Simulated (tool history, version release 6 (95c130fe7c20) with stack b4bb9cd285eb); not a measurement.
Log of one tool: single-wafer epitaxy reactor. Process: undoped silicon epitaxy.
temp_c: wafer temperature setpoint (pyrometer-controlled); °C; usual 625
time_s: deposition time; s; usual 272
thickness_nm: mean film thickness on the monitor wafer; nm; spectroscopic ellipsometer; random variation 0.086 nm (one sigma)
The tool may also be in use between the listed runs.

run	hour	temp_c	time_s	wafers since the last listed run	hours since the last pyrometer calibration	hours since the gauge calibration	read-back reference wafer on the same gauge, thickness_nm	thickness_nm
1	0	625	272	0	844.7	838.4	24.115	26.306
2	28.9	625	272	116	873.6	867.3	24.117	26.282
3	51.4	625	272	90	896.1	889.8	24.115	26.298
4	66.5	625	272	60	911.2	904.9	24.077	26.1
5	97.6	625	272	125	942.3	936	24.111	26.271
6	123.5	625	272	104	968.2	961.9	24.103	26.277
7	154.2	625	272	123	998.9	992.6	24.098	26.432
8	184.3	625	272	121	1029	1022.7	24.099	26.313
9	203.3	625	272	76	1048	1041.7	24.123	26.276
10	225.2	625	272	88	1069.9	1063.6	24.076	26.228
11	246.2	625	272	84	1090.9	1084.6	24.111	26.424
12	281.6	625	272	142	1126.3	1120	24.08	26.179
13	303.3	625	272	87	1148	1141.7	24.095	26.332
# hour 315.3: gauge calibrated
14	328.3	616	272	100	1173	13	24.09	21.733
15	340.4	616	272	48	1185.1	25.1	24.131	21.887
16	369.6	616	272	117	1214.3	54.3	24.115	21.796
17	400.5	625	272	124	1245.2	85.2	24.101	26.236
# hour 507.6: pyrometer calibrated
18	508.1	625	272	400	0.5	192.8	24.126	26.361
19	521.7	619	286	54	14.1	206.4	24.091	24.531
20	541.9	634	246	81	34.3	226.6	24.097	28.535
21	564.7	625	272	91	57.1	249.4	24.106	26.244
22	584	629	302	77	76.4	268.7	24.106	31.766
23	608.9	625	272	100	101.3	293.6	24.11	26.336
24	636.3	620	248	110	128.7	321	24.088	21.55
25	657.2	615	309	84	149.6	341.9	24.125	24.354
26	682.7	632	220	102	175.1	367.4	24.073	24.398
27	704.4	625	272	87	196.8	389.1	24.107	26.176
28	726.3	620	316	88	218.7	411	24.126	27.656
29	753.3	616	240	108	245.7	438	24.088	19.373
30	776.5	625	272	93	268.9	461.2	24.107	26.32
31	807.8	615	253	125	300.2	492.5	24.087	19.921
32	835.9	616	323	112	328.3	520.6	24.131	25.988
33	853	625	272	68	345.4	537.7	24.108	26.247
34	884.9	625	272	128	377.3	569.6	24.101	26.37
35	909.7	621	241	99	402.1	594.4	24.106	21.484
36	927.8	616	228	72	420.2	612.5	24.113	18.342
37	951.6	625	286	95	444	636.3	24.111	27.684

Hidden state at the last listed run before each entry between runs and at the first one after, where it differs:
Between runs 13 and 14: gauge calibrated (hour 315.3)
  no hidden state differs between the two runs
Between runs 17 and 18: pyrometer calibrated (hour 507.6)
  no hidden state differs between the two runs

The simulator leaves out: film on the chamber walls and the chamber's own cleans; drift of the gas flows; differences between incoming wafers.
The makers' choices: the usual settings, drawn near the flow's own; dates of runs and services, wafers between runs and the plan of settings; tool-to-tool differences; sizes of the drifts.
